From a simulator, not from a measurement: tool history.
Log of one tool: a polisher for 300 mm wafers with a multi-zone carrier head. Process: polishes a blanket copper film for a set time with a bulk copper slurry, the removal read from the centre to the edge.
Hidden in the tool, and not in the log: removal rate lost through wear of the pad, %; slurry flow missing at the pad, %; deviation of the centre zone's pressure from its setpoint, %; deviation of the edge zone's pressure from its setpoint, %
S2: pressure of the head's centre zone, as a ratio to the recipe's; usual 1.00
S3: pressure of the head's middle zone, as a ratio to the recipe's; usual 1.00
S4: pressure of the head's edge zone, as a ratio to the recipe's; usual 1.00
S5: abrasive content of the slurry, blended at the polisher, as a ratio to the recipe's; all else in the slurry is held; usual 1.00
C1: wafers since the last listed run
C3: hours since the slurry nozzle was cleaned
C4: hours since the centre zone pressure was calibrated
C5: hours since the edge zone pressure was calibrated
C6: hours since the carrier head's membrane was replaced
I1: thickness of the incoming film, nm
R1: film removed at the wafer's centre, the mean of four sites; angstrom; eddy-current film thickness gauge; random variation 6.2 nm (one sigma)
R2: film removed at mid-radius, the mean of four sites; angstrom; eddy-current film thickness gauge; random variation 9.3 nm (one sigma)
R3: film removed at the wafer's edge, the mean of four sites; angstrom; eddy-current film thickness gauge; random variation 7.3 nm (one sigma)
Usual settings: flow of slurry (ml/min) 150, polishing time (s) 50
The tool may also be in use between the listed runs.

Run 1, day 0.000: usual settings but polishing time (s) 57; C1 0; wafers polished on this pad 852; C3 48.5; C4 1634.7; C5 1165.0; C6 1409.2; I1 2979.8. Result: R1 7214 angstrom, R2 7419 angstrom, R3 7338 angstrom.
At day 0.562: centre zone pressure recalibrated.
Run 2, day 0.742: usual settings but S2 1.11, S5 1.25; C1 225; wafers polished on this pad 1078; C3 66.3; C4 4.3; C5 1182.8; C6 1427.0; I1 2987.7. Result: R1 7472 angstrom, R2 6612 angstrom, R3 6431 angstrom.
Run 3, day 1.729: usual settings but S2 1.04, polishing time (s) 61; C1 338; wafers polished on this pad 1416; C3 90.0; C4 28.0; C5 1206.5; C6 1450.7; I1 3011.4. Result: R1 7998 angstrom, R2 7832 angstrom, R3 7654 angstrom.
At day 2.008: worn pad replaced by a new one.
Run 4, day 2.179: usual settings; C1 97; wafers polished on this pad 58; C3 100.8; C4 38.8; C5 1217.3; C6 1461.5; I1 2962.5. Result: R1 6432 angstrom, R2 6285 angstrom, R3 6340 angstrom.
Run 5, day 2.488: usual settings but S2 0.90, S3 1.04, S4 1.06, polishing time (s) 40; C1 105; wafers polished on this pad 163; C3 108.2; C4 46.2; C5 1224.7; C6 1468.9; I1 3004.5. Result: R1 4670 angstrom, R2 5281 angstrom, R3 5125 angstrom.
At day 3.129: carrier head's membrane replaced by a new one.
Run 6, day 3.150: usual settings but S2 1.07, S5 0.90; C1 155; wafers polished on this pad 319; C3 124.1; C4 62.1; C5 1240.6; C6 0.5; I1 2973.8. Result: R1 6765 angstrom, R2 6438 angstrom, R3 6035 angstrom.
At day 3.454: edge zone pressure recalibrated.
Run 7, day 3.475: usual settings; C1 82; wafers polished on this pad 402; C3 131.9; C4 69.9; C5 0.5; C6 8.3; I1 2989.0. Result: R1 6432 angstrom, R2 6446 angstrom, R3 6264 angstrom.
Run 8, day 3.838: usual settings but flow of slurry (ml/min) 185, polishing time (s) 61; C1 124; wafers polished on this pad 526; C3 140.6; C4 78.6; C5 9.2; C6 17.0; I1 2998.0. Result: R1 8176 angstrom, R2 8207 angstrom, R3 7885 angstrom.
Run 9, day 4.538: usual settings but flow of slurry (ml/min) 115, S2 1.07, S4 1.10, S5 0.70; C1 239; wafers polished on this pad 766; C3 157.4; C4 95.4; C5 26.0; C6 33.8; I1 2978.8. Result: R1 6063 angstrom, R2 5772 angstrom, R3 5885 angstrom.
Run 10, day 5.050: usual settings; C1 175; wafers polished on this pad 941; C3 169.7; C4 107.7; C5 38.3; C6 46.1; I1 3026.1. Result: R1 6360 angstrom, R2 6491 angstrom, R3 6400 angstrom.
Run 11, day 5.671: usual settings; C1 212; wafers polished on this pad 1154; C3 184.6; C4 122.6; C5 53.2; C6 61.0; I1 2947.0. Result: R1 6592 angstrom, R2 6420 angstrom, R3 6167 angstrom.
At day 6.254: worn pad replaced by a new one.
Run 12, day 6.612: usual settings but S3 1.09, S4 1.10, S5 1.25, polishing time (s) 39; C1 265; wafers polished on this pad 122; C3 207.2; C4 145.2; C5 75.8; C6 83.6; I1 3009.8. Result: R1 5252 angstrom, R2 5550 angstrom, R3 5283 angstrom.
Run 13, day 7.025: usual settings but S4 1.11; C1 141; wafers polished on this pad 263; C3 217.1; C4 155.1; C5 85.7; C6 93.5; I1 3034.1. Result: R1 6475 angstrom, R2 6397 angstrom, R3 6610 angstrom.
Run 14, day 7.717: usual settings; C1 236; wafers polished on this pad 500; C3 233.7; C4 171.7; C5 102.3; C6 110.1; I1 2996.3. Result: R1 6369 angstrom, R2 6666 angstrom, R3 6310 angstrom.
Run 15, day 9.192: usual settings; C1 505; wafers polished on this pad 1006; C3 269.1; C4 207.1; C5 137.7; C6 145.5; I1 2974.1. Result: R1 6456 angstrom, R2 6405 angstrom, R3 6282 angstrom.
Run 16, day 9.517: usual settings but S2 0.94, S5 0.80; C1 111; wafers polished on this pad 1117; C3 276.9; C4 214.9; C5 145.5; C6 153.3; I1 3039.8. Result: R1 5910 angstrom, R2 6132 angstrom, R3 6247 angstrom.
Run 17, day 10.242: usual settings but S5 0.80; C1 248; wafers polished on this pad 1365; C3 294.3; C4 232.3; C5 162.9; C6 170.7; I1 2992.9. Result: R1 6247 angstrom, R2 6185 angstrom, R3 6056 angstrom.
Run 18, day 10.804: usual settings but S3 1.09, S4 1.10, S5 1.25, polishing time (s) 39; C1 192; wafers polished on this pad 1558; C3 307.8; C4 245.8; C5 176.4; C6 184.2; I1 2965.7. Result: R1 5181 angstrom, R2 5555 angstrom, R3 5292 angstrom.
At day 11.012: worn pad replaced by a new one.
Run 19, day 11.296: usual settings but polishing time (s) 41; C1 111; wafers polished on this pad 97; C3 319.6; C4 257.6; C5 188.2; C6 196.0; I1 2933.1. Result: R1 5227 angstrom, R2 5357 angstrom, R3 5220 angstrom.
Run 20, day 12.017: usual settings but S5 0.75; C1 246; wafers polished on this pad 344; C3 336.9; C4 274.9; C5 205.5; C6 213.3; I1 3000.9. Result: R1 6240 angstrom, R2 6243 angstrom, R3 5840 angstrom.
Run 21, day 12.517: usual settings; C1 171; wafers polished on this pad 515; C3 348.9; C4 286.9; C5 217.5; C6 225.3; I1 3015.5. Result: R1 6351 angstrom, R2 6495 angstrom, R3 6301 angstrom.
Run 22, day 12.988: usual settings but polishing time (s) 61; C1 161; wafers polished on this pad 676; C3 360.2; C4 298.2; C5 228.8; C6 236.6; I1 2960.6. Result: R1 7751 angstrom, R2 8015 angstrom, R3 7675 angstrom.

4 ways to go on from here, each from the tool as it stands after run 22. What would each give?
Run A, day 13.004: usual settings; C1 5; wafers polished on this pad 682; C3 360.6; C4 298.6; C5 229.2; C6 237.0; I1 2983.3. Result: R1 ?, R2 ?, R3 ?.
Run B, day 13.004: usual settings but flow of slurry (ml/min) 130, S4 0.97; C1 5; wafers polished on this pad 682; C3 360.6; C4 298.6; C5 229.2; C6 237.0; I1 2983.3. Result: R1 ?, R2 ?, R3 ?.
Run C, day 13.004: usual settings but flow of slurry (ml/min) 130, S2 1.12, S4 1.10, polishing time (s) 32; C1 5; wafers polished on this pad 682; C3 360.6; C4 298.6; C5 229.2; C6 237.0; I1 2983.3. Result: R1 ?, R2 ?, R3 ?.
Run D, day 13.004: usual settings but S3 0.95; C1 5; wafers polished on this pad 682; C3 360.6; C4 298.6; C5 229.2; C6 237.0; I1 2983.3. Result: R1 ?, R2 ?, R3 ?.

run    R1    R2    R3
  A  6334  6275  6320
  B  6105  6074  6093
  C  4352  3885  4129
  D  6332  6010  6324
Without the tool's hidden state the same runs would have given:
run    R1    R2    R3
  A  6334  6275  6320
  B  6105  6074  6093
  C  4352  3885  4129
  D  6332  6010  6324
